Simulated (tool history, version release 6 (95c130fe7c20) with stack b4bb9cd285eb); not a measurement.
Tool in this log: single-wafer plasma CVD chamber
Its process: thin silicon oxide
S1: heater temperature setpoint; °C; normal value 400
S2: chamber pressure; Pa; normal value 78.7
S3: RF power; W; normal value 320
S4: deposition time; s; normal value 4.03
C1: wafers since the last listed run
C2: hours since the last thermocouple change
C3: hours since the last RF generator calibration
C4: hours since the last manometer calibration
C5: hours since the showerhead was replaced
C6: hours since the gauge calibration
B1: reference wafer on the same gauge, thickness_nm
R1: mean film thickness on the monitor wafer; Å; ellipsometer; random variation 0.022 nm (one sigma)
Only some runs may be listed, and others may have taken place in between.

run 1 day=0 | S1=400 S2=78.7 S3=320 S4=4.03 | C1=0 C2=2137.2 C3=1479.7 C4=2193.8 C5=4211.3 C6=168.8 | B1=4.228 | R1=51.93
run 2 day=0.65 | S1=400 S2=78.7 S3=320 S4=4.03 | C1=346 C2=2152.8 C3=1495.3 C4=2209.4 C5=4226.9 C6=184.4 | B1=4.22 | R1=51.9
run 3 day=1.3 | S1=394 S2=68.4 S3=320 S4=4.03 | C1=346 C2=2168.4 C3=1510.9 C4=2225 C5=4242.5 C6=200 | B1=4.219 | R1=45.28
run 4 day=2.067 | S1=394 S2=68.4 S3=320 S4=4.03 | C1=409 C2=2186.8 C3=1529.3 C4=2243.4 C5=4260.9 C6=218.4 | B1=4.227 | R1=45.25
run 5 day=2.854 | S1=405 S2=78.7 S3=275 S4=4.03 | C1=420 C2=2205.7 C3=1548.2 C4=2262.3 C5=4279.8 C6=237.3 | B1=4.221 | R1=45.53
run 6 day=3.617 | S1=394 S2=78.7 S3=320 S4=4.03 | C1=406 C2=2224 C3=1566.5 C4=2280.6 C5=4298.1 C6=255.6 | B1=4.214 | R1=51.78
run 7 day=4.642 | S1=394 S2=78.7 S3=320 S4=4.03 | C1=546 C2=2248.6 C3=1591.1 C4=2305.2 C5=4322.7 C6=280.2 | B1=4.217 | R1=52.19
-- day=5.588 capacitance manometer re-zeroed and calibrated
run 8 day=5.75 | S1=400 S2=92.3 S3=320 S4=4.03 | C1=413 C2=2275.2 C3=1617.7 C4=3.9 C5=4349.3 C6=306.8 | B1=4.213 | R1=60.22
-- day=6.333 gauge calibrated
-- day=6.583 showerhead replaced
run 9 day=6.796 | S1=400 S2=92.3 S3=320 S4=4.03 | C1=380 C2=2300.3 C3=1642.8 C4=29 C5=5.1 C6=11.1 | B1=4.262 | R1=61.59
run 10 day=7.65 | S1=400 S2=78.7 S3=320 S4=4.03 | C1=455 C2=2320.8 C3=1663.3 C4=49.5 C5=25.6 C6=31.6 | B1=4.253 | R1=52.22
run 11 day=8.725 | S1=400 S2=78.7 S3=320 S4=4.03 | C1=573 C2=2346.6 C3=1689.1 C4=75.3 C5=51.4 C6=57.4 | B1=4.239 | R1=51.93
run 12 day=9.567 | S1=400 S2=66.5 S3=320 S4=3.79 | C1=449 C2=2366.8 C3=1709.3 C4=95.5 C5=71.6 C6=77.6 | B1=4.222 | R1=41.39
run 13 day=10.179 | S1=400 S2=66.5 S3=320 S4=3.79 | C1=326 C2=2381.5 C3=1724 C4=110.2 C5=86.3 C6=92.3 | B1=4.233 | R1=41.07
run 14 day=11.079 | S1=400 S2=78.7 S3=320 S4=4.03 | C1=480 C2=2403.1 C3=1745.6 C4=131.8 C5=107.9 C6=113.9 | B1=4.23 | R1=52.01
run 15 day=11.7 | S1=395 S2=96.8 S3=320 S4=4.25 | C1=331 C2=2418 C3=1760.5 C4=146.7 C5=122.8 C6=128.8 | B1=4.224 | R1=67.02
run 16 day=12.262 | S1=400 S2=78.7 S3=320 S4=4.03 | C1=300 C2=2431.5 C3=1774 C4=160.2 C5=136.3 C6=142.3 | B1=4.213 | R1=51.64
-- day=13.567 RF generator calibrated
run 17 day=13.588 | S1=400 S2=92.7 S3=360 S4=4.41 | C1=529 C2=2463.3 C3=0.5 C4=192 C5=168.1 C6=174.1 | B1=4.212 | R1=72.19
run 18 day=14.054 | S1=408 S2=78.7 S3=340 S4=4.03 | C1=248 C2=2474.5 C3=11.7 C4=203.2 C5=179.3 C6=185.3 | B1=4.213 | R1=53.16
run 19 day=14.662 | S1=412 S2=69.5 S3=320 S4=4.03 | C1=324 C2=2489.1 C3=26.3 C4=217.8 C5=193.9 C6=199.9 | B1=4.214 | R1=45.19
run 20 day=15.175 | S1=400 S2=91.1 S3=320 S4=4.03 | C1=273 C2=2501.4 C3=38.6 C4=230.1 C5=206.2 C6=212.2 | B1=4.216 | R1=60.11
run 21 day=16.483 | S1=400 S2=78.7 S3=320 S4=4.03 | C1=698 C2=2532.8 C3=70 C4=261.5 C5=237.6 C6=243.6 | B1=4.208 | R1=51.81
-- day=17.054 thermocouple changed; heater temperature recalibrated
run 22 day=17.317 | S1=400 S2=78.7 S3=320 S4=4.81 | C1=266 C2=6.3 C3=90 C4=281.5 C5=257.6 C6=263.6 | B1=4.195 | R1=61.56
run 23 day=18.138 | S1=400 S2=78.7 S3=320 S4=3.25 | C1=437 C2=26 C3=109.7 C4=301.2 C5=277.3 C6=283.3 | B1=4.198 | R1=41.21
run 24 day=19.496 | S1=400 S2=78.7 S3=320 S4=4.03 | C1=724 C2=58.6 C3=142.3 C4=333.8 C5=309.9 C6=315.9 | B1=4.191 | R1=51.67
run 25 day=20.438 | S1=400 S2=78.7 S3=320 S4=4.03 | C1=502 C2=81.2 C3=164.9 C4=356.4 C5=332.5 C6=338.5 | B1=4.205 | R1=51.75
run 26 day=21.367 | S1=400 S2=86.8 S3=320 S4=4.4 | C1=495 C2=103.5 C3=187.2 C4=378.7 C5=354.8 C6=360.8 | B1=4.2 | R1=62.34
run 27 day=22.688 | S1=387 S2=85.7 S3=300 S4=4.79 | C1=704 C2=135.2 C3=218.9 C4=410.4 C5=386.5 C6=392.5 | B1=4.197 | R1=64.58
-- day=23.692 gauge calibrated
run 28 day=24.042 | S1=394 S2=87.9 S3=320 S4=4.5 | C1=722 C2=167.7 C3=251.4 C4=442.9 C5=419 C6=8.4 | B1=4.273 | R1=65.24
run 29 day=24.733 | S1=394 S2=71.1 S3=265 S4=4.23 | C1=369 C2=184.3 C3=268 C4=459.5 C5=435.6 C6=25 | B1=4.259 | R1=42.76

Take each entry between the runs: how does the hidden state at the last listed run before it differ from the hidden state at the first listed run after it?
From run 7 to run 8: capacitance manometer re-zeroed and calibrated (day 5.588)
  gauge reads high (%): -1.27 -> -1.3
  measured result minus the result with no hidden state, R1: -0.67 -> -0.79 Å
From run 8 to run 9: gauge calibrated (day 6.333); showerhead replaced (day 6.583)
  gauge reads high (%): -1.3 -> -0.299
  measured result minus the result with no hidden state, R1: -0.79 -> -0.18 Å
From run 16 to run 17: RF generator calibrated (day 13.567)
  gauge reads high (%): -1.23 -> -1.35
  measured result minus the result with no hidden state, R1: -0.65 -> -0.98 Å
From run 21 to run 22: thermocouple changed; heater temperature recalibrated (day 17.054)
  gauge reads high (%): -1.51 -> -1.54
  measured result minus the result with no hidden state, R1: -0.79 -> -0.97 Å
From run 27 to run 28: gauge calibrated (day 23.692)
  gauge reads high (%): -1.66 -> 0.0272
  measured result minus the result with no hidden state, R1: -1.09 -> +0.02 Å

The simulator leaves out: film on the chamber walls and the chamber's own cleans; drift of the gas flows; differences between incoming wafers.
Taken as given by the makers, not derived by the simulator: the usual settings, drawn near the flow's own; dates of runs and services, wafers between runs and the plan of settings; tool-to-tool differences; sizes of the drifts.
